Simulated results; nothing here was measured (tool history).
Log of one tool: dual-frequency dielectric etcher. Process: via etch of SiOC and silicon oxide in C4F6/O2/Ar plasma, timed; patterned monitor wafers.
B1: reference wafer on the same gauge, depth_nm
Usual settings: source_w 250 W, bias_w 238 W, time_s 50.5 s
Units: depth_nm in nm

run 1 hour=0.0 | source_w=260 bias_w=238 time_s=50.5 | B1=59.8 | depth_nm=50.6
-- hour=3.0 gauge calibrated
run 2 hour=47.8 | source_w=260 bias_w=238 time_s=50.5 | B1=59.8 | depth_nm=50.6
run 3 hour=64.6 | source_w=260 bias_w=238 time_s=50.5 | B1=59.8 | depth_nm=50.6
run 4 hour=78.5 | source_w=250 bias_w=238 time_s=50.5 | B1=59.8 | depth_nm=49.8
-- hour=106.2 wet clean of the chamber
-- hour=127.9 upper electrode replaced
run 5 hour=128.4 | source_w=250 bias_w=238 time_s=50.5 | B1=59.8 | depth_nm=50.5
run 6 hour=128.8 | source_w=250 bias_w=238 time_s=50.5 | B1=59.8 | depth_nm=50.8
run 7 hour=129.1 | source_w=250 bias_w=238 time_s=50.5 | B1=59.8 | depth_nm=50.7
run 8 hour=129.4 | source_w=250 bias_w=252 time_s=56.0 | B1=59.8 | depth_nm=57.3
run 9 hour=130.0 | source_w=250 bias_w=252 time_s=56.0 | B1=59.8 | depth_nm=57.1
run 10 hour=166.2 | source_w=250 bias_w=252 time_s=56.0 | B1=59.7 | depth_nm=57.1
run 11 hour=181.7 | source_w=250 bias_w=238 time_s=50.5 | B1=59.8 | depth_nm=50.5
run 12 hour=188.4 | source_w=250 bias_w=200 time_s=38.0 | B1=59.8 | depth_nm=36.3
-- hour=190.3 gauge calibrated
run 13 hour=216.1 | source_w=250 bias_w=238 time_s=50.5 | B1=59.8 | depth_nm=50.6
-- hour=232.8 bias power generator calibrated
-- hour=234.1 source power generator calibrated
run 14 hour=234.6 | source_w=300 bias_w=184 time_s=59.0 | B1=59.8 | depth_nm=59.5
run 15 hour=246.1 | source_w=250 bias_w=238 time_s=50.5 | B1=59.8 | depth_nm=50.4
run 16 hour=267.2 | source_w=190 bias_w=238 time_s=50.5 | B1=59.8 | depth_nm=45.3
run 17 hour=278.9 | source_w=270 bias_w=238 time_s=50.5 | B1=59.7 | depth_nm=51.9
run 18 hour=286.1 | source_w=250 bias_w=238 time_s=50.5 | B1=59.8 | depth_nm=50.3
run 19 hour=293.2 | source_w=250 bias_w=223 time_s=50.5 | B1=59.7 | depth_nm=49.5
run 20 hour=302.4 | source_w=200 bias_w=238 time_s=63.0 | B1=59.7 | depth_nm=57.4
run 21 hour=310.4 | source_w=250 bias_w=212 time_s=50.5 | B1=59.8 | depth_nm=48.8
run 22 hour=328.2 | source_w=250 bias_w=238 time_s=41.5 | B1=59.8 | depth_nm=41.3

Measured less the same run without the tool's hidden state. The same run-to-run variation is in both; the gauge's scatter may not be:
The hidden state here: etch rate over this chamber's usual, %; source power that arrives over what is set, %; bias power that arrives over what is set, %; gauge reads high (%).
run=1 depth_nm=-1.0
run=2 depth_nm=-1.1
run=3 depth_nm=-1.1
run=4 depth_nm=-1.1
run=5 depth_nm=-0.2
run=6 depth_nm=-0.2
run=7 depth_nm=-0.2
run=8 depth_nm=-0.2
run=9 depth_nm=-0.2
run=10 depth_nm=-0.4
run=11 depth_nm=-0.4
run=12 depth_nm=-0.3
run=13 depth_nm=-0.4
run=14 depth_nm=-0.5
run=15 depth_nm=-0.4
run=16 depth_nm=-0.4
run=17 depth_nm=-0.6
run=18 depth_nm=-0.6
run=19 depth_nm=-0.6
run=20 depth_nm=-0.7
run=21 depth_nm=-0.6
run=22 depth_nm=-0.6

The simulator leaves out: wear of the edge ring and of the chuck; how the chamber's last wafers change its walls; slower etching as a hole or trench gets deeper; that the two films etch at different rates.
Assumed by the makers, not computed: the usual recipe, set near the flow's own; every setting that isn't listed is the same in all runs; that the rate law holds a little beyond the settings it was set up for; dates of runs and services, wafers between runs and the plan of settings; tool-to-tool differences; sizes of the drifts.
